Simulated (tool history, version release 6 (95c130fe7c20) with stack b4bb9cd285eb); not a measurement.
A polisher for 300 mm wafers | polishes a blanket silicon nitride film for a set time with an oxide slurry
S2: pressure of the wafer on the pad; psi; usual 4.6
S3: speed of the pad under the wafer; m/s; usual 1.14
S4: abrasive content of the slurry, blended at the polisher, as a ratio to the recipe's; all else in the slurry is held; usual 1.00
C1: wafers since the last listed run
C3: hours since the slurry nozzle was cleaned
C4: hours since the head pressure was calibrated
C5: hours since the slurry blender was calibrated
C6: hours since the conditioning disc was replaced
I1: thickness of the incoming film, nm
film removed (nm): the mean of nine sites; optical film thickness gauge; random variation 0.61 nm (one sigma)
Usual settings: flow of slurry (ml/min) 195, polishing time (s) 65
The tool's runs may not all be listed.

{"run": 1, "hour": 0.0, "flow of slurry (ml/min)": 150, "S2": 4.6, "S3": 1.14, "S4": 1.0, "polishing time (s)": 65, "C1": 0, "wafers polished on this pad": 629, "C3": 411.9, "C4": 398.5, "C5": 155.1, "C6": 114.2, "I1": 384.3, "film removed (nm)": 63.3}
{"run": 2, "hour": 14.1, "flow of slurry (ml/min)": 150, "S2": 4.6, "S3": 1.14, "S4": 1.0, "polishing time (s)": 65, "C1": 166, "wafers polished on this pad": 796, "C3": 426.0, "C4": 412.6, "C5": 169.2, "C6": 128.3, "I1": 382.2, "film removed (nm)": 63.2}
{"run": 3, "hour": 28.7, "flow of slurry (ml/min)": 150, "S2": 4.6, "S3": 1.14, "S4": 1.0, "polishing time (s)": 65, "C1": 172, "wafers polished on this pad": 969, "C3": 440.6, "C4": 427.2, "C5": 183.8, "C6": 142.9, "I1": 382.8, "film removed (nm)": 63.6}
{"hour": 36.4, "done": "worn pad replaced by a new one"}
{"run": 4, "hour": 46.5, "flow of slurry (ml/min)": 195, "S2": 4.6, "S3": 1.14, "S4": 1.0, "polishing time (s)": 65, "C1": 163, "wafers polished on this pad": 119, "C3": 458.4, "C4": 445.0, "C5": 201.6, "C6": 160.7, "I1": 383.2, "film removed (nm)": 64.6}
{"run": 5, "hour": 63.0, "flow of slurry (ml/min)": 195, "S2": 4.6, "S3": 1.14, "S4": 1.0, "polishing time (s)": 65, "C1": 195, "wafers polished on this pad": 314, "C3": 474.9, "C4": 461.5, "C5": 218.1, "C6": 177.2, "I1": 376.5, "film removed (nm)": 64.1}
{"run": 6, "hour": 73.9, "flow of slurry (ml/min)": 195, "S2": 4.6, "S3": 1.14, "S4": 0.85, "polishing time (s)": 65, "C1": 128, "wafers polished on this pad": 443, "C3": 485.8, "C4": 472.4, "C5": 229.0, "C6": 188.1, "I1": 380.2, "film removed (nm)": 56.8}
{"run": 7, "hour": 87.4, "flow of slurry (ml/min)": 250, "S2": 4.6, "S3": 1.14, "S4": 1.15, "polishing time (s)": 65, "C1": 159, "wafers polished on this pad": 603, "C3": 499.3, "C4": 485.9, "C5": 242.5, "C6": 201.6, "I1": 382.5, "film removed (nm)": 69.3}
{"run": 8, "hour": 101.6, "flow of slurry (ml/min)": 250, "S2": 4.6, "S3": 1.14, "S4": 1.15, "polishing time (s)": 65, "C1": 167, "wafers polished on this pad": 771, "C3": 513.5, "C4": 500.1, "C5": 256.7, "C6": 215.8, "I1": 382.3, "film removed (nm)": 70.1}
{"run": 9, "hour": 112.9, "flow of slurry (ml/min)": 250, "S2": 4.6, "S3": 1.14, "S4": 1.15, "polishing time (s)": 65, "C1": 133, "wafers polished on this pad": 904, "C3": 524.8, "C4": 511.4, "C5": 268.0, "C6": 227.1, "I1": 376.9, "film removed (nm)": 70.5}
{"run": 10, "hour": 127.3, "flow of slurry (ml/min)": 195, "S2": 4.6, "S3": 1.32, "S4": 1.0, "polishing time (s)": 65, "C1": 170, "wafers polished on this pad": 1074, "C3": 539.2, "C4": 525.8, "C5": 282.4, "C6": 241.5, "I1": 375.2, "film removed (nm)": 70.4}
{"hour": 136.1, "done": "worn pad replaced by a new one"}
{"run": 11, "hour": 136.6, "flow of slurry (ml/min)": 195, "S2": 4.6, "S3": 1.14, "S4": 1.0, "polishing time (s)": 65, "C1": 62, "wafers polished on this pad": 6, "C3": 548.5, "C4": 535.1, "C5": 291.7, "C6": 250.8, "I1": 385.9, "film removed (nm)": 61.2}
{"run": 12, "hour": 148.2, "flow of slurry (ml/min)": 195, "S2": 4.6, "S3": 1.14, "S4": 1.0, "polishing time (s)": 65, "C1": 137, "wafers polished on this pad": 143, "C3": 560.1, "C4": 546.7, "C5": 303.3, "C6": 262.4, "I1": 385.7, "film removed (nm)": 60.6}
{"run": 13, "hour": 165.9, "flow of slurry (ml/min)": 195, "S2": 4.6, "S3": 1.14, "S4": 1.0, "polishing time (s)": 65, "C1": 209, "wafers polished on this pad": 352, "C3": 577.8, "C4": 564.4, "C5": 321.0, "C6": 280.1, "I1": 379.9, "film removed (nm)": 60.8}
{"run": 14, "hour": 174.8, "flow of slurry (ml/min)": 245, "S2": 3.1, "S3": 1.14, "S4": 0.75, "polishing time (s)": 54, "C1": 105, "wafers polished on this pad": 457, "C3": 586.7, "C4": 573.3, "C5": 329.9, "C6": 289.0, "I1": 378.7, "film removed (nm)": 33.4}
{"hour": 184.8, "done": "head pressure recalibrated"}
{"hour": 187.0, "done": "slurry nozzle cleaned"}
{"run": 15, "hour": 188.1, "flow of slurry (ml/min)": 140, "S2": 5.7, "S3": 1.14, "S4": 1.0, "polishing time (s)": 65, "C1": 121, "wafers polished on this pad": 579, "C3": 1.1, "C4": 3.3, "C5": 343.2, "C6": 302.3, "I1": 387.3, "film removed (nm)": 65.5}
{"run": 16, "hour": 197.3, "flow of slurry (ml/min)": 220, "S2": 4.6, "S3": 1.14, "S4": 1.1, "polishing time (s)": 65, "C1": 108, "wafers polished on this pad": 688, "C3": 10.3, "C4": 12.5, "C5": 352.4, "C6": 311.5, "I1": 374.4, "film removed (nm)": 64.4}
{"hour": 217.3, "done": "worn pad replaced by a new one"}
{"hour": 227.9, "done": "conditioning disc replaced and pad reconditioned"}
{"run": 17, "hour": 250.3, "flow of slurry (ml/min)": 195, "S2": 5.9, "S3": 1.14, "S4": 1.0, "polishing time (s)": 65, "C1": 555, "wafers polished on this pad": 366, "C3": 63.3, "C4": 65.5, "C5": 405.4, "C6": 22.4, "I1": 380.7, "film removed (nm)": 65.7}
{"hour": 255.0, "done": "slurry blender recalibrated"}
{"run": 18, "hour": 267.4, "flow of slurry (ml/min)": 195, "S2": 4.6, "S3": 1.14, "S4": 0.7, "polishing time (s)": 47, "C1": 178, "wafers polished on this pad": 545, "C3": 80.4, "C4": 82.6, "C5": 12.4, "C6": 39.5, "I1": 385.9, "film removed (nm)": 36.6}
{"run": 19, "hour": 277.5, "flow of slurry (ml/min)": 195, "S2": 5.3, "S3": 1.52, "S4": 1.15, "polishing time (s)": 49, "C1": 119, "wafers polished on this pad": 664, "C3": 90.5, "C4": 92.7, "C5": 22.5, "C6": 49.6, "I1": 377.9, "film removed (nm)": 74.7}
{"run": 20, "hour": 294.9, "flow of slurry (ml/min)": 195, "S2": 4.6, "S3": 1.14, "S4": 1.0, "polishing time (s)": 65, "C1": 205, "wafers polished on this pad": 870, "C3": 107.9, "C4": 110.1, "C5": 39.9, "C6": 67.0, "I1": 374.4, "film removed (nm)": 66.3}
{"hour": 307.9, "done": "worn pad replaced by a new one"}
{"run": 21, "hour": 308.4, "flow of slurry (ml/min)": 140, "S2": 4.6, "S3": 1.28, "S4": 1.2, "polishing time (s)": 55, "C1": 112, "wafers polished on this pad": 5, "C3": 121.4, "C4": 123.6, "C5": 53.4, "C6": 80.5, "I1": 383.4, "film removed (nm)": 65.0}
{"run": 22, "hour": 318.5, "flow of slurry (ml/min)": 195, "S2": 4.6, "S3": 1.42, "S4": 1.0, "polishing time (s)": 65, "C1": 119, "wafers polished on this pad": 125, "C3": 131.5, "C4": 133.7, "C5": 63.5, "C6": 90.6, "I1": 376.1, "film removed (nm)": 78.0}
{"run": 23, "hour": 340.4, "flow of slurry (ml/min)": 195, "S2": 3.9, "S3": 1.14, "S4": 1.0, "polishing time (s)": 65, "C1": 258, "wafers polished on this pad": 384, "C3": 153.4, "C4": 155.6, "C5": 85.4, "C6": 112.5, "I1": 380.7, "film removed (nm)": 59.2}
{"run": 24, "hour": 356.0, "flow of slurry (ml/min)": 235, "S2": 3.8, "S3": 1.14, "S4": 0.8, "polishing time (s)": 65, "C1": 184, "wafers polished on this pad": 568, "C3": 169.0, "C4": 171.2, "C5": 101.0, "C6": 128.1, "I1": 379.6, "film removed (nm)": 51.8}
{"run": 25, "hour": 363.4, "flow of slurry (ml/min)": 195, "S2": 4.6, "S3": 1.14, "S4": 1.2, "polishing time (s)": 46, "C1": 87, "wafers polished on this pad": 655, "C3": 176.4, "C4": 178.6, "C5": 108.4, "C6": 135.5, "I1": 381.6, "film removed (nm)": 51.4}
{"run": 26, "hour": 378.1, "flow of slurry (ml/min)": 195, "S2": 4.6, "S3": 1.14, "S4": 1.0, "polishing time (s)": 51, "C1": 173, "wafers polished on this pad": 829, "C3": 191.1, "C4": 193.3, "C5": 123.1, "C6": 150.2, "I1": 386.0, "film removed (nm)": 51.4}
{"hour": 399.0, "done": "worn pad replaced by a new one"}
{"run": 27, "hour": 399.5, "flow of slurry (ml/min)": 195, "S2": 4.6, "S3": 1.14, "S4": 1.0, "polishing time (s)": 65, "C1": 205, "wafers polished on this pad": 5, "C3": 212.5, "C4": 214.7, "C5": 144.5, "C6": 171.6, "I1": 382.8, "film removed (nm)": 63.7}

3 ways to go on from here, each from the tool as it stands after run 27. What would each give?
{"run": "A", "hour": 399.9, "flow of slurry (ml/min)": 195, "S2": 5.5, "S3": 1.14, "S4": 1.0, "polishing time (s)": 65, "C1": 4, "wafers polished on this pad": 10, "C3": 212.9, "C4": 215.1, "C5": 144.9, "C6": 172.0, "I1": 373.7, "film removed (nm)": "?"}
{"run": "B", "hour": 399.9, "flow of slurry (ml/min)": 245, "S2": 4.6, "S3": 0.84, "S4": 1.0, "polishing time (s)": 58, "C1": 4, "wafers polished on this pad": 10, "C3": 212.9, "C4": 215.1, "C5": 144.9, "C6": 172.0, "I1": 373.7, "film removed (nm)": "?"}
{"run": "C", "hour": 399.9, "flow of slurry (ml/min)": 195, "S2": 5.0, "S3": 1.14, "S4": 1.0, "polishing time (s)": 65, "C1": 4, "wafers polished on this pad": 10, "C3": 212.9, "C4": 215.1, "C5": 144.9, "C6": 172.0, "I1": 373.7, "film removed (nm)": "?"}

run=A film_removed_(nm)=71.4
run=B film_removed_(nm)=45.6
run=C film_removed_(nm)=67.3
Without the tool's hidden state the same runs would have given:
run=A film_removed_(nm)=73.1
run=B film_removed_(nm)=46.6
run=C film_removed_(nm)=68.8
